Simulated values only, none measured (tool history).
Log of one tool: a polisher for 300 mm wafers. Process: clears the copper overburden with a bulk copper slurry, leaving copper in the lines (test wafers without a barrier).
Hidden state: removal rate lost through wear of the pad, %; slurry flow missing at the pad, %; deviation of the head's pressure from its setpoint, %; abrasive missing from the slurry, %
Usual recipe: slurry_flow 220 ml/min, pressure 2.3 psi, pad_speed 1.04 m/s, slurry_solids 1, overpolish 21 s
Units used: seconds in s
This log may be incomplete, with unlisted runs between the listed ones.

run   hour  slurry_flow  pressure  pad_speed  slurry_solids  overpolish  wafers since the last listed run  wafers polished on this pad  hours since the slurry nozzle was cleaned  hours since the head pressure was calibrated  hours since the slurry blender was calibrated  incoming thickness of the incoming film, nm  seconds
  1      0          220       2.3       1.04           0.95          21                                 0                         1260                                      310.7                                         708.5                                          121.1                                       1236.9    189.1
       3.4  -- worn pad replaced by a new one
  2   23.7          220       2.3       1.04           0.95          21                               133                          133                                      334.4                                         732.2                                          144.8                                       1277.2    196.1
  3   37.7          220       2.3       1.04           0.95          21                                92                          225                                      348.4                                         746.2                                          158.8                                       1239.7    187.6
  4   54.7          220       2.3       1.04              1          21                               111                          337                                      365.4                                         763.2                                          175.8                                       1253.7    193.5
  5     69          220       2.3       1.04              1          21                                94                          431                                      379.7                                         777.5                                          190.1                                       1242.3    183.8
  6   88.2          220       2.3       1.04              1          21                               126                          557                                      398.9                                         796.7                                          209.3                                       1254.7    188.6
  7  102.5          220       2.3       1.04              1          21                                94                          651                                      413.2                                           811                                          223.6                                       1250.3    190.6
  8  134.8          220       2.3       1.18            1.1          21                               212                          864                                      445.5                                         843.3                                          255.9                                         1252    170.6
  9    147          220       2.3       1.18            1.1          21                                80                          944                                      457.7                                         855.5                                          268.1                                       1247.1    170.5
 10  169.6          220       2.3       1.18            1.1          21                               148                         1093                                      480.3                                         878.1                                          290.7                                       1242.1    174.9
 11  186.8          190       1.6       1.04           1.15          21                               113                         1206                                      497.5                                         895.3                                          307.9                                       1239.2    247.3
       197  -- worn pad replaced by a new one
 12  206.5          165       2.3       1.04           1.25          21                               103                           62                                      517.2                                           915                                          327.6                                       1257.1    194.3
     232.7  -- slurry blender recalibrated
 13  234.5          220       2.3       1.18            1.1          21                               170                          233                                      545.2                                           943                                            1.8                                       1246.4    172.7
     247.4  -- head pressure recalibrated
 14  253.4          220       2.3       1.04              1          33                               111                          344                                      564.1                                             6                                           20.7                                       1262.5    188.6
 15    268          160       1.9       1.32              1          27                                96                          440                                      578.7                                          20.6                                           35.3                                       1272.8    210.3
     286.2  -- slurry nozzle cleaned
 16  300.5          220       2.3        0.7              1          21                               207                          647                                       14.3                                          53.1                                           67.8                                       1265.3    229.7
 17  331.6          220       2.3       1.14              1          25                               204                          852                                       45.4                                          84.2                                           98.9                                       1250.4    172.2
     343.8  -- worn pad replaced by a new one
 18  351.5          270       1.9       1.04           1.25          17                               104                           50                                       65.3                                         104.1                                          118.8                                       1269.2    195.7
 19    372          270       2.3       1.04              1          29                               134                          185                                       85.8                                         124.6                                          139.3                                       1269.6    176.3
 20    407          220       2.3       1.18            1.1          21                               230                          415                                      120.8                                         159.6                                          174.3                                       1241.3    164.3

Alternative continuations, all from the tool just after run 20; predict every row:
  A  407.5          220       2.3       1.04              1          21                                 3                          419                                      121.3                                         160.1                                          174.8                                       1233.7        ?
  B  407.5          220         3       1.32              1          21                                 3                          419                                      121.3                                         160.1                                          174.8                                       1233.7        ?
  C  407.5          220       2.3       1.04           1.25          21                                 3                          419                                      121.3                                         160.1                                          174.8                                       1233.7        ?
  D  407.5          220       2.3        1.2              1          21                                 3                          419                                      121.3                                         160.1                                          174.8                                       1233.7        ?

run  seconds
  A    182.5
  B    125.3
  C    175.5
  D    165.8
The same runs, with their run-to-run variation unchanged, on a tool lacking any hidden condition would have given:
run  seconds
  A    176.4
  B    121.1
  C    169.6
  D    160.2
